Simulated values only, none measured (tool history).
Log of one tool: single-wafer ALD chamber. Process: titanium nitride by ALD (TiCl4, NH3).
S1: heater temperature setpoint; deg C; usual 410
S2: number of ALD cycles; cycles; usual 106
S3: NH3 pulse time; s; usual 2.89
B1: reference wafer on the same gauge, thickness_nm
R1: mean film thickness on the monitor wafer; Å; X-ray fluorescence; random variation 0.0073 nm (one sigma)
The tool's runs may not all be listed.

run,hour,S1,S2,S3,B1,R1
1,0.0,415,111,2.89,1.931,22.03
2,71.3,410,106,2.89,1.931,21.05
3,126.5,410,106,2.89,1.928,21.03
4,152.6,410,106,2.89,1.928,21.00
5,179.9,410,106,2.89,1.927,20.89
6,251.3,410,106,2.89,1.926,20.84
7,311.1,410,106,2.89,1.926,20.94
8,357.8,403,106,2.89,1.926,20.90
9,410.8,403,106,2.89,1.923,20.93
10,459.5,410,121,2.89,1.923,24.01
11,524.0,410,121,2.89,1.924,24.00
12,556.0,410,121,2.89,1.919,23.90
# hour 568.1: showerhead replaced
# hour 572.4: gauge calibrated
13,609.9,410,106,2.89,1.992,21.73
# hour 633.5: thermocouple changed; heater temperature recalibrated
14,663.5,410,106,2.18,1.988,21.53
15,716.6,410,106,2.89,1.979,21.58
16,768.7,410,106,2.89,1.977,21.49
17,922.5,410,106,2.89,1.967,21.30
18,967.3,417,120,2.89,1.961,24.26
19,1007.5,400,106,2.89,1.962,21.33
20,1040.3,410,106,1.98,1.957,21.16
21,1101.7,410,89,2.89,1.957,17.98
22,1167.7,397,115,2.89,1.955,22.91
23,1223.3,419,106,2.89,1.950,21.33
24,1291.1,402,118,2.15,1.946,23.44
25,1352.2,423,88,1.77,1.948,17.47
26,1400.3,405,100,3.60,1.942,20.12

3 ways to go on from here, each from the tool as it stands after run 26. What would each give?
A,1401.0,410,106,2.89,?,?
B,1401.0,404,126,3.78,?,?
C,1401.0,404,106,3.35,?,?

run,B1,R1
A,1.943,21.21
B,1.943,25.34
C,1.943,21.26
Without the tool's hidden state the same runs would have given:
run,R1
A,21.71
B,25.93
C,21.76
